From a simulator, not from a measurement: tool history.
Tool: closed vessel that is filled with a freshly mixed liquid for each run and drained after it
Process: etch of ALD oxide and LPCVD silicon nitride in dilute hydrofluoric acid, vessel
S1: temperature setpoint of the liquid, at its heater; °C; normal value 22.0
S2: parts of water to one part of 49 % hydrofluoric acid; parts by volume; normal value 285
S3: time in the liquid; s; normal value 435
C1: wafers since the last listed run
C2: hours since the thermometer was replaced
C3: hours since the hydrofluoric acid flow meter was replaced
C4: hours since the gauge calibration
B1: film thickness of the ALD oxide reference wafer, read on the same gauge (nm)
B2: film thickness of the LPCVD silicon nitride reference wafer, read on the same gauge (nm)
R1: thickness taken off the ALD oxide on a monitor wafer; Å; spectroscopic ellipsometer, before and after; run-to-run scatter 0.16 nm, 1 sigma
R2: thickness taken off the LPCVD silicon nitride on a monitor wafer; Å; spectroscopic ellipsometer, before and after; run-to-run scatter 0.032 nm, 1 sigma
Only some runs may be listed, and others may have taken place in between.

run,day,S1,S2,S3,C1,C2,C3,C4,B1,B2,R1,R2
1,0.000,22.0,285,435,0,931.6,843.6,225.5,119.96,99.990,158.7,5.63
2,0.725,22.0,285,435,932,949.0,861.0,242.9,119.97,99.964,159.1,5.42
3,1.904,20.0,285,435,1516,977.3,889.3,271.2,120.03,99.985,145.7,4.31
4,2.525,20.0,285,435,798,992.2,904.2,286.1,120.01,99.990,144.5,4.44
5,3.675,20.0,285,435,1479,1019.8,931.8,313.7,120.00,99.968,144.9,4.62
6,4.879,22.0,285,435,1549,1048.7,960.7,342.6,119.99,100.022,152.2,5.34
7,5.792,22.0,285,435,1173,1070.6,982.6,364.5,119.98,99.976,153.9,5.27
# day 6.288: hydrofluoric acid flow meter replaced
8,6.908,22.0,215,570,1382,1097.4,14.9,391.3,119.98,100.005,320.9,10.13
9,7.838,22.0,285,435,1195,1119.7,37.2,413.6,120.00,99.998,170.7,6.11
10,8.471,22.0,285,435,814,1134.9,52.4,428.8,120.05,100.031,170.9,5.77
# day 8.712: thermometer replaced
11,9.525,22.0,285,630,1302,19.5,77.7,454.1,120.01,99.969,279.7,9.34
12,10.642,22.0,285,550,1436,46.3,104.5,480.9,119.98,100.002,237.3,8.62
13,11.921,26.5,285,585,1645,77.0,135.2,511.6,120.01,100.021,295.0,12.40
14,12.771,22.0,330,595,1093,97.4,155.6,532.0,120.00,99.981,214.2,8.06
15,14.450,19.0,155,330,2160,137.7,195.9,572.3,119.99,99.969,261.6,7.27
16,15.883,24.0,420,285,1843,172.1,230.3,606.7,120.05,100.033,78.4,3.31
17,16.888,22.0,235,435,1291,196.2,254.4,630.8,119.96,100.021,233.2,8.18
18,18.008,22.0,285,435,1441,223.1,281.3,657.7,120.00,99.984,182.0,6.48
# day 18.854: gauge calibrated
19,19.229,23.5,285,435,1570,252.4,310.6,9.0,120.03,99.997,193.7,7.63
20,20.158,22.0,235,435,1195,274.7,332.9,31.3,119.99,99.979,228.0,8.00
21,21.321,18.5,165,565,1495,302.6,360.8,59.2,119.97,99.992,400.1,11.88
22,22.317,23.5,285,590,1281,326.5,384.7,83.1,120.01,99.981,255.6,9.32
23,23.054,22.0,165,225,948,344.2,402.4,100.8,120.00,99.961,178.5,5.41
24,23.892,17.5,235,435,1077,364.3,422.5,120.9,119.99,100.013,191.9,6.03
25,24.796,19.5,200,435,1163,386.0,444.2,142.6,120.00,100.001,246.2,7.49
26,26.079,22.0,285,435,1650,416.8,475.0,173.4,120.02,100.006,176.4,6.74
27,27.029,26.5,285,435,1222,439.6,497.8,196.2,120.05,99.976,203.9,7.89

Each row is a separate what-if for the run after 27, all from the same tool condition, not one after another. Results?
A,27.062,22.0,285,245,42,440.4,498.6,197.0,?,?,?,?
B,27.062,25.0,285,435,42,440.4,498.6,197.0,?,?,?,?
C,27.062,24.0,285,435,42,440.4,498.6,197.0,?,?,?,?

run,B1,B2,R1,R2
A,120.02,99.988,98.3,3.55
B,120.02,99.988,194.0,7.58
C,120.02,99.988,187.4,7.13
With the hidden condition removed and each run's random variation left untouched, the same runs would have given:
run,R1,R2
A,109.0,3.99
B,215.1,8.53
C,207.7,8.03
